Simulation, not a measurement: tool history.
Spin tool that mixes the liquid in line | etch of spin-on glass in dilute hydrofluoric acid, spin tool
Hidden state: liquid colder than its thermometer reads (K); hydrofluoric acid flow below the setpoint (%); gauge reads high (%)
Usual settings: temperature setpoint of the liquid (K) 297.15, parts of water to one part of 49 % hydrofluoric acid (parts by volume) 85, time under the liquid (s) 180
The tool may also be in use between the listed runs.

run,day,temperature setpoint of the liquid (K),parts of water to one part of 49 % hydrofluoric acid (parts by volume),time under the liquid (s),wafers since the last listed run,hours since the thermometer was replaced,hours since the hydrofluoric acid flow meter was replaced,hours since the gauge calibration,"read-back film thickness of the spin-on glass reference wafer, read on the same gauge (nm)",thickness taken off the spin-on glass on a monitor wafer (Å)
1,0,297.15,70,180,0,685.3,489.3,96.4,151.42,530.7
2,1.471,297.15,70,180,158,720.6,524.6,131.7,151.85,525.5
3,2.967,297.15,85,180,161,756.5,560.5,167.6,152.14,426.8
4,5.054,297.15,85,180,225,806.6,610.6,217.7,152.51,426.5
5,7.917,297.15,115,180,309,875.3,679.3,286.4,152.88,306.5
6,9.475,297.15,115,180,168,912.7,716.7,323.8,153.07,307
7,10.983,297.15,105,265,162,948.9,752.9,360,153.13,505.6
8,12.217,297.15,105,265,133,978.5,782.5,389.6,153.26,502.3
9,13.721,297.15,85,220,162,1014.6,818.6,425.7,153.35,528.2
10,16.033,297.15,50,115,249,1070.1,874.1,481.2,153.44,490.9
11,17.871,299.65,100,105,198,1114.2,918.2,525.3,153.5,232.8
# day 18.85: thermometer replaced
12,20.546,297.15,55,90,284,40.7,982.4,589.5,153.58,348.3
# day 21.238: gauge calibrated
13,23.546,297.15,55,180,323,112.7,1054.4,55.4,150.74,677.6
# day 25.8: hydrofluoric acid flow meter replaced
14,26.388,295.65,85,180,302,180.9,14.1,123.6,151.55,401.9
15,28.796,297.15,60,120,260,238.7,71.9,181.4,152.11,417.8
16,31.704,297.15,105,265,314,308.5,141.7,251.2,152.54,496.9
17,32.908,297.15,85,180,130,337.4,170.6,280.1,152.67,430.1

4 ways to go on from here, each from the tool as it stands after run 17. What would each give?
A,32.929,297.15,85,180,2,337.9,171.1,280.6,?,?
B,32.929,293.65,75,80,2,337.9,171.1,280.6,?,?
C,32.929,297.15,85,215,2,337.9,171.1,280.6,?,?
D,32.929,299.65,85,180,2,337.9,171.1,280.6,?,?

run,"read-back film thickness of the spin-on glass reference wafer, read on the same gauge (nm)",thickness taken off the spin-on glass on a monitor wafer (Å)
A,152.68,427.9
B,152.68,189.1
C,152.68,511.1
D,152.68,472.5
Without the tool's hidden state the same runs would have given:
run,thickness taken off the spin-on glass on a monitor wafer (Å)
A,420.4
B,185.8
C,502.1
D,464.2
